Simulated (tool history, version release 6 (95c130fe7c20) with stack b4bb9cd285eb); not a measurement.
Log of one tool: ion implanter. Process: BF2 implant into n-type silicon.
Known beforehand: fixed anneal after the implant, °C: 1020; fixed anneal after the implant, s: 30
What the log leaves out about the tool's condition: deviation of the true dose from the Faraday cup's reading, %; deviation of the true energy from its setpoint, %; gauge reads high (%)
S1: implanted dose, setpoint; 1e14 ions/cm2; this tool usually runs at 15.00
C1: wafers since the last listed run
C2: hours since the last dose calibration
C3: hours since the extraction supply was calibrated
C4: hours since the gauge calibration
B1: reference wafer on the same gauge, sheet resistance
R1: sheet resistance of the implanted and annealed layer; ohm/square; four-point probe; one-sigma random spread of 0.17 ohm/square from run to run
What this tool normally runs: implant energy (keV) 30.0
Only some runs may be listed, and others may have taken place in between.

run 1 hour=0.0 | S1=18.14 implant_energy_(keV)=30.0 | C1=0 C2=1950.7 C3=4836.8 C4=55.7 | B1=107.94 | R1=109.97
run 2 hour=8.8 | S1=15.00 implant_energy_(keV)=26.0 | C1=162 C2=1959.5 C3=4845.6 C4=64.5 | B1=107.98 | R1=120.14
run 3 hour=19.5 | S1=15.00 implant_energy_(keV)=30.0 | C1=197 C2=1970.2 C3=4856.3 C4=75.2 | B1=107.97 | R1=114.43
run 4 hour=26.2 | S1=15.00 implant_energy_(keV)=30.0 | C1=123 C2=1976.9 C3=4863.0 C4=81.9 | B1=108.00 | R1=114.70
run 5 hour=36.5 | S1=15.00 implant_energy_(keV)=30.0 | C1=189 C2=1987.2 C3=4873.3 C4=92.2 | B1=107.99 | R1=114.25
run 6 hour=50.9 | S1=15.00 implant_energy_(keV)=30.0 | C1=265 C2=2001.6 C3=4887.7 C4=106.6 | B1=108.00 | R1=114.66
run 7 hour=65.7 | S1=15.00 implant_energy_(keV)=30.0 | C1=272 C2=2016.4 C3=4902.5 C4=121.4 | B1=108.03 | R1=114.72
run 8 hour=75.2 | S1=15.00 implant_energy_(keV)=30.0 | C1=175 C2=2025.9 C3=4912.0 C4=130.9 | B1=108.05 | R1=114.62
run 9 hour=129.2 | S1=15.00 implant_energy_(keV)=33.5 | C1=995 C2=2079.9 C3=4966.0 C4=184.9 | B1=108.02 | R1=110.32
run 10 hour=137.3 | S1=15.00 implant_energy_(keV)=22.0 | C1=149 C2=2088.0 C3=4974.1 C4=193.0 | B1=107.98 | R1=127.15
run 11 hour=154.7 | S1=15.00 implant_energy_(keV)=22.0 | C1=320 C2=2105.4 C3=4991.5 C4=210.4 | B1=108.06 | R1=127.09
run 12 hour=171.7 | S1=15.00 implant_energy_(keV)=22.0 | C1=313 C2=2122.4 C3=5008.5 C4=227.4 | B1=107.99 | R1=126.91
-- hour=180.9 Faraday cup replaced and dose calibrated
run 13 hour=183.0 | S1=15.00 implant_energy_(keV)=30.0 | C1=60 C2=2.1 C3=5019.8 C4=238.7 | B1=107.99 | R1=114.65
run 14 hour=196.9 | S1=15.00 implant_energy_(keV)=30.0 | C1=256 C2=16.0 C3=5033.7 C4=252.6 | B1=107.94 | R1=114.12
run 15 hour=206.4 | S1=11.79 implant_energy_(keV)=30.0 | C1=175 C2=25.5 C3=5043.2 C4=262.1 | B1=108.00 | R1=124.78
run 16 hour=220.6 | S1=12.65 implant_energy_(keV)=27.0 | C1=261 C2=39.7 C3=5057.4 C4=276.3 | B1=107.97 | R1=124.91
-- hour=233.9 extraction supply calibrated
run 17 hour=234.4 | S1=18.34 implant_energy_(keV)=30.0 | C1=106 C2=53.5 C3=0.5 C4=290.1 | B1=107.93 | R1=109.53
run 18 hour=234.7 | S1=10.87 implant_energy_(keV)=30.0 | C1=5 C2=53.8 C3=0.8 C4=290.4 | B1=108.03 | R1=129.84
run 19 hour=250.0 | S1=15.00 implant_energy_(keV)=30.0 | C1=282 C2=69.1 C3=16.1 C4=305.7 | B1=107.98 | R1=114.73
run 20 hour=260.7 | S1=18.14 implant_energy_(keV)=30.0 | C1=197 C2=79.8 C3=26.8 C4=316.4 | B1=108.07 | R1=109.98
run 21 hour=270.3 | S1=15.00 implant_energy_(keV)=30.0 | C1=176 C2=89.4 C3=36.4 C4=326.0 | B1=107.95 | R1=114.62
run 22 hour=283.4 | S1=15.00 implant_energy_(keV)=21.5 | C1=241 C2=102.5 C3=49.5 C4=339.1 | B1=108.02 | R1=127.88
-- hour=290.8 gauge calibrated
run 23 hour=316.1 | S1=19.21 implant_energy_(keV)=25.0 | C1=602 C2=135.2 C3=82.2 C4=25.3 | B1=108.11 | R1=116.29
run 24 hour=331.6 | S1=17.74 implant_energy_(keV)=23.0 | C1=285 C2=150.7 C3=97.7 C4=40.8 | B1=108.04 | R1=121.67
run 25 hour=342.9 | S1=15.00 implant_energy_(keV)=30.0 | C1=208 C2=162.0 C3=109.0 C4=52.1 | B1=107.99 | R1=114.76
run 26 hour=355.2 | S1=12.72 implant_energy_(keV)=38.5 | C1=226 C2=174.3 C3=121.3 C4=64.4 | B1=107.99 | R1=111.95
run 27 hour=363.8 | S1=15.00 implant_energy_(keV)=30.0 | C1=158 C2=182.9 C3=129.9 C4=73.0 | B1=108.02 | R1=114.81
run 28 hour=378.2 | S1=13.13 implant_energy_(keV)=38.5 | C1=265 C2=197.3 C3=144.3 C4=87.4 | B1=107.93 | R1=110.50

Each row is a separate what-if for the run after 28, all from the same tool condition, not one after another. Results?
run A hour=378.6 | S1=15.00 implant_energy_(keV)=30.0 | C1=7 C2=197.7 C3=144.7 C4=87.8 | B1=? | R1=?
run B hour=378.6 | S1=11.73 implant_energy_(keV)=38.0 | C1=7 C2=197.7 C3=144.7 C4=87.8 | B1=? | R1=?
run C hour=378.6 | S1=16.17 implant_energy_(keV)=38.0 | C1=7 C2=197.7 C3=144.7 C4=87.8 | B1=? | R1=?

run=A B1=108.08 R1=114.83
run=B B1=108.08 R1=117.14
run=C B1=108.08 R1=103.40
What these runs would have given with no unlogged condition in the tool:
run=A R1=114.83
run=B R1=117.14
run=C R1=103.40

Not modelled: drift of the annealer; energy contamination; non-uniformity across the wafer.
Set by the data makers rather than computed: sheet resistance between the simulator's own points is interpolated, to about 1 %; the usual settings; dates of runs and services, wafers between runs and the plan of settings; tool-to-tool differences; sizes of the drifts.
